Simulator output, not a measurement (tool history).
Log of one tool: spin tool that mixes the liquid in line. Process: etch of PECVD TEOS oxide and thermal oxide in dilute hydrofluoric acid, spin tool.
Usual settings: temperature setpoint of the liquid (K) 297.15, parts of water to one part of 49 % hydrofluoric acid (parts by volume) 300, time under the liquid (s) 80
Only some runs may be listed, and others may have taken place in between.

run   hour  temperature setpoint of the liquid (K)  parts of water to one part of 49 % hydrofluoric acid (parts by volume)  time under the liquid (s)  wafers since the last listed run  hours since the thermometer was replaced  hours since the hydrofluoric acid flow meter was replaced  hours since the gauge calibration  read-back film thickness of the PECVD TEOS oxide reference wafer, read on the same gauge (nm)  read-back film thickness of the thermal oxide reference wafer, read on the same gauge (nm)  thickness taken off the PECVD TEOS oxide on a monitor wafer (angstrom)  thickness taken off the thermal oxide on a monitor wafer (angstrom)
  1      0                                  297.15                                                                     300                         80                                 0                                     439.5                                                     1764.5                               69.7                                                                                          89.99                                                                                      50.039                                                                    57.3                                                                10.42
  2    8.6                                  297.15                                                                     300                         80                                67                                     448.1                                                     1773.1                               78.3                                                                                          89.97                                                                                      50.002                                                                    57.2                                                                10.49
  3   15.5                                  297.15                                                                     265                        115                                54                                       455                                                       1780                               85.2                                                                                          89.98                                                                                      50.009                                                                    97.1                                                                17.46
  4   24.7                                  297.15                                                                     265                        115                                72                                     464.2                                                     1789.2                               94.4                                                                                          89.96                                                                                      50.021                                                                    96.4                                                                17.24
  5   66.1                                  297.15                                                                     265                        115                               325                                     505.6                                                     1830.6                              135.8                                                                                          90.02                                                                                      50.011                                                                    97.1                                                                16.88
  6   75.4                                  297.15                                                                     335                        100                                73                                     514.9                                                     1839.9                              145.1                                                                                             90                                                                                      50.015                                                                    62.2                                                                11.08
  7   93.4                                  297.15                                                                     335                        100                               141                                     532.9                                                     1857.9                              163.1                                                                                          89.99                                                                                      50.006                                                                    61.9                                                                10.94
  8   99.9                                  300.15                                                                     300                         80                                51                                     539.4                                                     1864.4                              169.6                                                                                          90.03                                                                                      49.989                                                                    63.7                                                                11.53
     119.6  -- thermometer replaced
  9  133.4                                  297.15                                                                     300                         80                               255                                      13.8                                                     1897.9                              203.1                                                                                          89.99                                                                                      49.988                                                                    57.4                                                                 10.4
     143.9  -- hydrofluoric acid flow meter replaced
 10    150                                  297.15                                                                     300                         80                               122                                      30.4                                                        6.1                              219.7                                                                                          90.05                                                                                      50.009                                                                    57.5                                                                10.27
 11  162.1                                  297.15                                                                     300                         80                                95                                      42.5                                                       18.2                              231.8                                                                                          89.99                                                                                      49.987                                                                    57.6                                                                10.04
 12  175.2                                  297.15                                                                     300                         80                               102                                      55.6                                                       31.3                              244.9                                                                                          89.96                                                                                      50.006                                                                    57.4                                                                10.49
 13  186.2                                  294.15                                                                     190                        120                                86                                      66.6                                                       42.3                              255.9                                                                                             90                                                                                      49.999                                                                   135.7                                                                23.99
 14  202.8                                  297.15                                                                     265                        115                               130                                      83.2                                                       58.9                              272.5                                                                                          89.99                                                                                      50.036                                                                    97.4                                                                17.29
 15  212.4                                  300.15                                                                     425                        100                                75                                      92.8                                                       68.5                              282.1                                                                                          89.99                                                                                      49.996                                                                    49.6                                                                 8.85
 16  265.3                                  297.15                                                                     435                         80                               415                                     145.7                                                      121.4                                335                                                                                          90.01                                                                                      49.994                                                                      35                                                                 6.17
       279  -- gauge calibrated
 17  282.5                                  293.15                                                                     375                         80                               135                                     162.9                                                      138.6                                3.5                                                                                          89.98                                                                                       50.03                                                                      37                                                                 6.71
 18  289.5                                  297.15                                                                     300                        125                                55                                     169.9                                                      145.6                               10.5                                                                                          90.01                                                                                      50.003                                                                    89.3                                                                16.11
 19  305.2                                  297.15                                                                     300                         80                               123                                     185.6                                                      161.3                               26.2                                                                                             90                                                                                      49.982                                                                    57.2                                                                10.44
 20  317.7                                  294.65                                                                     395                         30                                98                                     198.1                                                      173.8                               38.7                                                                                          89.99                                                                                      50.009                                                                    13.7                                                                 2.55
 21  331.6                                  300.65                                                                     440                        105                               109                                       212                                                      187.7                               52.6                                                                                          90.02                                                                                      50.012                                                                    50.5                                                                 9.09
 22  339.7                                  297.15                                                                     300                         80                                63                                     220.1                                                      195.8                               60.7                                                                                          89.96                                                                                      50.005                                                                    57.6                                                                 9.96
 23  353.7                                  297.15                                                                     300                         80                               110                                     234.1                                                      209.8                               74.7                                                                                          89.98                                                                                      49.991                                                                    57.5                                                                10.67

Below are 5 alternative next runs, each starting from the tool's condition after run 23. Predict each:
  A  354.1                                  297.15                                                                     345                         80                                 3                                     234.5                                                      210.2                               75.1                                                                                              ?                                                                                           ?                                                                       ?                                                                    ?
  B  354.1                                  295.65                                                                     300                         80                                 3                                     234.5                                                      210.2                               75.1                                                                                              ?                                                                                           ?                                                                       ?                                                                    ?
  C  354.1                                  297.15                                                                     300                         65                                 3                                     234.5                                                      210.2                               75.1                                                                                              ?                                                                                           ?                                                                       ?                                                                    ?
  D  354.1                                  300.15                                                                     170                        100                                 3                                     234.5                                                      210.2                               75.1                                                                                              ?                                                                                           ?                                                                       ?                                                                    ?
  E  354.1                                  293.65                                                                     395                         50                                 3                                     234.5                                                      210.2                               75.1                                                                                              ?                                                                                           ?                                                                       ?                                                                    ?

run  read-back film thickness of the PECVD TEOS oxide reference wafer, read on the same gauge (nm)  read-back film thickness of the thermal oxide reference wafer, read on the same gauge (nm)  thickness taken off the PECVD TEOS oxide on a monitor wafer (angstrom)  thickness taken off the thermal oxide on a monitor wafer (angstrom)
  A                                                                                          89.98                                                                                      50.036                                                                      48                                                                 8.86
  B                                                                                          89.98                                                                                      50.036                                                                    54.7                                                                10.09
  C                                                                                          89.98                                                                                      50.036                                                                    46.8                                                                 8.64
  D                                                                                          89.98                                                                                      50.036                                                                   162.6                                                                30.02
  E                                                                                          89.98                                                                                      50.036                                                                    22.2                                                                 4.11
What these runs would have given with no unlogged condition in the tool:
run  thickness taken off the PECVD TEOS oxide on a monitor wafer (angstrom)  thickness taken off the thermal oxide on a monitor wafer (angstrom)
  A                                                                      48                                                                 8.86
  B                                                                    54.7                                                                10.09
  C                                                                    46.8                                                                 8.64
  D                                                                   162.6                                                                30.02
  E                                                                    22.2                                                                 4.11

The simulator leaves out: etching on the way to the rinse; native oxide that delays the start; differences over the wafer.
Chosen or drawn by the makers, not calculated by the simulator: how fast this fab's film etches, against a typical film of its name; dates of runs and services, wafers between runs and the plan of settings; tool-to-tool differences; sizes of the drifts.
